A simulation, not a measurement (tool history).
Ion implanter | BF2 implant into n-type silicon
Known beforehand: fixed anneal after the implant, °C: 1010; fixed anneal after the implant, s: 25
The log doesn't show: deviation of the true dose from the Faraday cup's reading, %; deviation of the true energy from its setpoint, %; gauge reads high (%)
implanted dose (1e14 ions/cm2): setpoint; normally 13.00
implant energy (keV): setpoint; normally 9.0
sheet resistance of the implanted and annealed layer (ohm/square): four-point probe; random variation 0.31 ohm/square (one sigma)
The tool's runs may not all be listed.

run   hour  implanted dose (1e14 ions/cm2)  implant energy (keV)  wafers since the last listed run  hours since the last dose calibration  hours since the extraction supply was calibrated  hours since the gauge calibration  read-back reference wafer on the same gauge, sheet resistance  sheet resistance of the implanted and annealed layer (ohm/square)
  1    0.0                           13.00                   9.0                                 0                                  396.5                                            2245.2                              271.3                                                         179.06                                                             210.19
  2   29.5                           13.00                   9.0                               377                                  426.0                                            2274.7                              300.8                                                         178.93                                                             209.74
  3   49.4                           13.00                   9.0                               254                                  445.9                                            2294.6                              320.7                                                         179.12                                                             209.54
  4   62.7                           16.12                   9.0                               169                                  459.2                                            2307.9                              334.0                                                         179.09                                                             203.12
  5   96.9                           16.12                   9.0                               437                                  493.4                                            2342.1                              368.2                                                         178.96                                                             203.16
  6  128.0                           13.00                   9.0                               397                                  524.5                                            2373.2                              399.3                                                         178.99                                                             209.81
  7  162.8                           13.00                   9.0                               444                                  559.3                                            2408.0                              434.1                                                         178.91                                                             209.46
  8  177.5                           13.00                   9.0                               187                                  574.0                                            2422.7                              448.8                                                         178.90                                                             210.01
  9  212.8                           13.00                   9.0                               451                                  609.3                                            2458.0                              484.1                                                         179.14                                                             210.39
 10  247.1                           13.00                   9.0                               438                                  643.6                                            2492.3                              518.4                                                         178.97                                                             210.91
     257.3  -- gauge calibrated
 11  267.5                           13.00                   9.0                               260                                  664.0                                            2512.7                               10.2                                                         178.92                                                             210.45
 12  299.1                           10.89                   7.5                               403                                  695.6                                            2544.3                               41.8                                                         179.02                                                             233.46
     327.2  -- extraction supply calibrated
 13  333.2                           16.87                   7.5                               333                                  729.7                                               6.0                               75.9                                                         178.95                                                             211.28
 14  346.2                           13.00                   9.0                               166                                  742.7                                              19.0                               88.9                                                         178.97                                                             211.59
     366.1  -- Faraday cup replaced and dose calibrated
 15  381.6                            9.90                   6.5                               350                                   15.5                                              54.4                              124.3                                                         178.90                                                             248.03
 16  397.9                           15.11                   8.0                               208                                   31.8                                              70.7                              140.6                                                         178.95                                                             209.74
 17  413.4                           11.21                   8.0                               198                                   47.3                                              86.2                              156.1                                                         178.95                                                             224.21
 18  426.8                           13.00                   9.0                               171                                   60.7                                              99.6                              169.5                                                         179.17                                                             209.62
 19  441.7                           16.66                  12.0                               190                                   75.6                                             114.5                              184.4                                                         178.94                                                             187.15
 20  461.4                           15.35                   9.0                               251                                   95.3                                             134.2                              204.1                                                         179.06                                                             203.26
 21  479.3                            9.12                  10.0                               228                                  113.2                                             152.1                              222.0                                                         178.96                                                             230.14
 22  509.0                           10.93                  12.0                               379                                  142.9                                             181.8                              251.7                                                         178.97                                                             204.63
 23  530.2                           16.51                   9.0                               270                                  164.1                                             203.0                              272.9                                                         179.01                                                             202.34

Below are 4 alternative next runs, each starting from the tool's condition after run 23. Predict each:
  A  530.6                           14.51                   9.0                                 5                                  164.5                                             203.4                              273.3                                                              ?                                                                  ?
  B  530.6                           11.36                  10.0                                 5                                  164.5                                             203.4                              273.3                                                              ?                                                                  ?
  C  530.6                           15.24                  11.5                                 5                                  164.5                                             203.4                              273.3                                                              ?                                                                  ?
  D  530.6                           11.72                   8.0                                 5                                  164.5                                             203.4                              273.3                                                              ?                                                                  ?

run  read-back reference wafer on the same gauge, sheet resistance  sheet resistance of the implanted and annealed layer (ohm/square)
  A                                                         178.83                                                             205.31
  B                                                         178.83                                                             211.82
  C                                                         178.83                                                             191.49
  D                                                         178.83                                                             221.61
What these runs would have given with no unlogged condition in the tool:
run  sheet resistance of the implanted and annealed layer (ohm/square)
  A                                                             204.98
  B                                                             211.10
  C                                                             191.22
  D                                                             220.87
